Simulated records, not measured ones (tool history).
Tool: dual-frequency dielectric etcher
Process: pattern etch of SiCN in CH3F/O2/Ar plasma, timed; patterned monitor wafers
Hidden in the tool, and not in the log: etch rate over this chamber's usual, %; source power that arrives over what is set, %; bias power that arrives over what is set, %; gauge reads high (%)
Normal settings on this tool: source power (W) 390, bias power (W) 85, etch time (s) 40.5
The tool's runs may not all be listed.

run	hour	source power (W)	bias power (W)	etch time (s)	wafers since the last listed run	hours since the last wet clean	hours since the last source power generator calibration	hours since the last bias power generator calibration	hours since the last upper electrode change	hours since the gauge calibration	read-back reference wafer on the same gauge, depth_nm	mean etch depth across the wafer (Å)
1	0	340	85	40.5	0	426.8	2685.4	2975.4	874.7	499.8	13.51	157.1
# hour 67.2: wet clean of the chamber
2	106.3	340	85	40.5	1727	39.1	2791.7	3081.7	981	606.1	13.5	153.3
3	183.3	340	85	40.5	1616	116.1	2868.7	3158.7	1058	683.1	13.5	155.6
4	251.9	390	100	40.5	1440	184.7	2937.3	3227.3	1126.6	751.7	13.51	175.4
5	332.8	390	100	40.5	1698	265.6	3018.2	3308.2	1207.5	832.6	13.51	176.4
6	417.6	390	100	40.5	1780	350.4	3103	3393	1292.3	917.4	13.52	179.4
7	497	390	75	40.5	1666	429.8	3182.4	3472.4	1371.7	996.8	13.49	158.2
8	539.8	390	75	40.5	898	472.6	3225.2	3515.2	1414.5	1039.6	13.49	160.1
# hour 598.4: bias power generator calibrated
# hour 605.1: wet clean of the chamber
9	636.2	390	85	40.5	1800	31.1	3321.6	37.8	1510.9	1136	13.51	149.5
10	708.4	390	85	40.5	1515	103.3	3393.8	110	1583.1	1208.2	13.52	152.7
11	797.1	390	85	40.5	1862	192	3482.5	198.7	1671.8	1296.9	13.48	152.2
12	864.8	390	70	47	1421	259.7	3550.2	266.4	1739.5	1364.6	13.49	162.8
# hour 870.4: source power generator calibrated
13	943	390	68	49	1557	337.9	72.6	344.6	1817.7	1442.8	13.48	172
# hour 986.4: gauge calibrated
# hour 990.8: wet clean of the chamber, repeated, since the last time left the tool worse
14	1050.2	300	70	32	1746	59.4	179.8	451.8	1924.9	63.8	13.49	104.8
15	1360.2	330	101	51.5	6507	369.4	489.8	761.8	2234.9	373.8	13.48	210.4
# hour 1454.2: upper electrode replaced
16	1454.7	390	94	52	1479	463.9	584.3	856.3	0.5	468.3	13.52	220.4
# hour 1500.4: wet clean of the chamber
17	1520.5	310	85	46	877	20.1	650.1	922.1	66.3	534.1	13.49	169.8
18	1587.1	390	94	52	1398	86.7	716.7	988.7	132.9	600.7	13.51	218.9
19	1675.6	470	65	40.5	1857	175.2	805.2	1077.2	221.4	689.2	13.49	159.5
20	1763	390	85	48.5	1834	262.6	892.6	1164.6	308.8	776.6	13.46	197.3
21	1829.8	390	85	40.5	1402	329.4	959.4	1231.4	375.6	843.4	13.49	166.5
22	1936.7	430	68	44	2244	436.3	1066.3	1338.3	482.5	950.3	13.49	171.8

Branching from run 22: 4 alternative next runs. What would each branch give?
A	1937.1	390	85	32.5	8	436.7	1066.7	1338.7	482.9	950.7	?	?
B	1937.1	390	78	29.5	8	436.7	1066.7	1338.7	482.9	950.7	?	?
C	1937.1	480	78	51.5	8	436.7	1066.7	1338.7	482.9	950.7	?	?
D	1937.1	450	95	45.5	8	436.7	1066.7	1338.7	482.9	950.7	?	?

run	read-back reference wafer on the same gauge, depth_nm	mean etch depth across the wafer (Å)
A	13.52	132.7
B	13.52	116.2
C	13.52	220.3
D	13.52	205.8
With the hidden condition removed and each run's random variation left untouched, the same runs would have given:
run	mean etch depth across the wafer (Å)
A	127.8
B	111.9
C	212.2
D	198.2
